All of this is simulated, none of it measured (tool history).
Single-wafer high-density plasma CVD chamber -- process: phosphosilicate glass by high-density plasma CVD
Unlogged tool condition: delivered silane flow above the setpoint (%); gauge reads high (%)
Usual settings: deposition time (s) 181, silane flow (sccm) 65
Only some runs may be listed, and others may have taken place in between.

run	day	deposition time (s)	silane flow (sccm)	wafers since the last listed run	hours since the silane flow controller was replaced	hours since the gauge calibration	read-back reference wafer on the same gauge, thickness_nm	mean film thickness on the monitor wafer (nm)
1	0.000	181	65	0	3554.7	179.2	1239.898	1055.582
2	1.471	181	65	389	3590.0	214.5	1240.535	1058.969
3	2.775	181	65	345	3621.3	245.8	1239.825	1056.880
4	3.921	181	65	303	3648.8	273.3	1239.217	1055.026
5	5.000	181	65	285	3674.7	299.2	1239.779	1054.982
6	5.692	181	65	183	3691.3	315.8	1240.207	1055.816
7	7.017	161	61	350	3723.1	347.6	1240.558	879.781
8	8.467	181	65	383	3757.9	382.4	1239.302	1049.640
9	9.633	181	65	308	3785.9	410.4	1239.650	1051.389
10	11.054	181	65	375	3820.0	444.5	1240.368	1052.372

Run 11 has not been measured yet. What should we expect?
11	11.712	181	65	174	3835.8	460.3	?	?

Run 11 gave read-back reference wafer on the same gauge, thickness_nm 1239.784, mean film thickness on the monitor wafer (nm) 1048.875.
Take away the tool's hidden state, keep the run-to-run variation as it was, and the same run would have given mean film thickness on the monitor wafer (nm) 1107.980.

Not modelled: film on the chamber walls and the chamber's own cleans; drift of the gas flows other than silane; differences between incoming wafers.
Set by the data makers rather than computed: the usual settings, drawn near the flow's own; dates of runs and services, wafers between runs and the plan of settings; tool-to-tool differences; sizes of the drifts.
